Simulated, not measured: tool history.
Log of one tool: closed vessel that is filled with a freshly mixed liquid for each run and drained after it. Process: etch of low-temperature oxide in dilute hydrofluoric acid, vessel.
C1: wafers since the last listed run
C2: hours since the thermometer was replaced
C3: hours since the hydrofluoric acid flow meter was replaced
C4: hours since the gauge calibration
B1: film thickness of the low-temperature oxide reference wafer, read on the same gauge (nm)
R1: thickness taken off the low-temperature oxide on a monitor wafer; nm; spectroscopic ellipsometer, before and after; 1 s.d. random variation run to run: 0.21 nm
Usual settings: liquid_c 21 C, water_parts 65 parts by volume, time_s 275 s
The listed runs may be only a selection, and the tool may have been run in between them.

{"run": 1, "hour": 0.0, "liquid_c": 21, "water_parts": 65, "time_s": 275, "C1": 0, "C2": 2298.9, "C3": 1870.5, "C4": 618.2, "B1": 50, "R1": 35.87}
{"run": 2, "hour": 64.8, "liquid_c": 21, "water_parts": 65, "time_s": 275, "C1": 5999, "C2": 2363.7, "C3": 1935.3, "C4": 683, "B1": 49.99, "R1": 35.64}
{"run": 3, "hour": 130.1, "liquid_c": 21, "water_parts": 40, "time_s": 275, "C1": 6045, "C2": 2429, "C3": 2000.6, "C4": 748.3, "B1": 49.97, "R1": 59.97}
{"hour": 152.0, "done": "gauge calibrated"}
{"run": 4, "hour": 340.0, "liquid_c": 21, "water_parts": 65, "time_s": 275, "C1": 19432, "C2": 2638.9, "C3": 2210.5, "C4": 188, "B1": 49.99, "R1": 35.15}
{"hour": 388.9, "done": "hydrofluoric acid flow meter replaced"}
{"hour": 407.9, "done": "thermometer replaced"}
{"run": 5, "hour": 411.4, "liquid_c": 21, "water_parts": 65, "time_s": 275, "C1": 6425, "C2": 3.5, "C3": 22.5, "C4": 259.4, "B1": 49.98, "R1": 40.22}
{"run": 6, "hour": 472.6, "liquid_c": 21, "water_parts": 65, "time_s": 275, "C1": 5665, "C2": 64.7, "C3": 83.7, "C4": 320.6, "B1": 50.01, "R1": 39.7}
{"run": 7, "hour": 541.8, "liquid_c": 23.5, "water_parts": 40, "time_s": 275, "C1": 6406, "C2": 133.9, "C3": 152.9, "C4": 389.8, "B1": 50.01, "R1": 74.05}
{"run": 8, "hour": 602.2, "liquid_c": 23.5, "water_parts": 40, "time_s": 275, "C1": 5591, "C2": 194.3, "C3": 213.3, "C4": 450.2, "B1": 49.98, "R1": 72.83}
{"run": 9, "hour": 664.3, "liquid_c": 23.5, "water_parts": 40, "time_s": 275, "C1": 5749, "C2": 256.4, "C3": 275.4, "C4": 512.3, "B1": 50, "R1": 72.74}
{"run": 10, "hour": 698.1, "liquid_c": 21, "water_parts": 65, "time_s": 275, "C1": 3129, "C2": 290.2, "C3": 309.2, "C4": 546.1, "B1": 50.01, "R1": 38.83}
{"run": 11, "hour": 725.8, "liquid_c": 21, "water_parts": 65, "time_s": 145, "C1": 2564, "C2": 317.9, "C3": 336.9, "C4": 573.8, "B1": 49.99, "R1": 20.74}
{"run": 12, "hour": 764.5, "liquid_c": 23.5, "water_parts": 40, "time_s": 350, "C1": 3582, "C2": 356.6, "C3": 375.6, "C4": 612.5, "B1": 50.02, "R1": 92.38}
{"hour": 858.8, "done": "gauge calibrated"}
{"run": 13, "hour": 890.4, "liquid_c": 21, "water_parts": 65, "time_s": 275, "C1": 11655, "C2": 482.5, "C3": 501.5, "C4": 31.6, "B1": 50.05, "R1": 39.05}
{"run": 14, "hour": 933.2, "liquid_c": 18.5, "water_parts": 45, "time_s": 195, "C1": 3962, "C2": 525.3, "C3": 544.3, "C4": 74.4, "B1": 50.01, "R1": 36.7}
{"run": 15, "hour": 973.3, "liquid_c": 21, "water_parts": 65, "time_s": 275, "C1": 3712, "C2": 565.4, "C3": 584.4, "C4": 114.5, "B1": 50, "R1": 38.7}
{"run": 16, "hour": 1022.1, "liquid_c": 18, "water_parts": 65, "time_s": 410, "C1": 4517, "C2": 614.2, "C3": 633.2, "C4": 163.3, "B1": 50.02, "R1": 51.15}
{"run": 17, "hour": 1048.5, "liquid_c": 24.5, "water_parts": 35, "time_s": 125, "C1": 2444, "C2": 640.6, "C3": 659.6, "C4": 189.7, "B1": 50.02, "R1": 39.05}
{"run": 18, "hour": 1103.1, "liquid_c": 21, "water_parts": 95, "time_s": 275, "C1": 5054, "C2": 695.2, "C3": 714.2, "C4": 244.3, "B1": 49.97, "R1": 25.39}
{"run": 19, "hour": 1172.4, "liquid_c": 21, "water_parts": 85, "time_s": 275, "C1": 6415, "C2": 764.5, "C3": 783.5, "C4": 313.6, "B1": 50.05, "R1": 28.47}

Per-run results on a tool with no hidden state, each run keeping its own random variation:
Unlogged tool condition in this case: liquid colder than its thermometer reads (K); hydrofluoric acid flow below the setpoint (%); gauge reads high (%).
run=1 R1=39.96
run=2 R1=39.85
run=3 R1=67.09
run=4 R1=39.95
run=5 R1=40.48
run=6 R1=40.09
run=7 R1=75.03
run=8 R1=74.02
run=9 R1=74.17
run=10 R1=39.69
run=11 R1=21.23
run=12 R1=94.69
run=13 R1=40.33
run=14 R1=37.95
run=15 R1=40.15
run=16 R1=53.2
run=17 R1=40.63
run=18 R1=26.56
run=19 R1=29.89
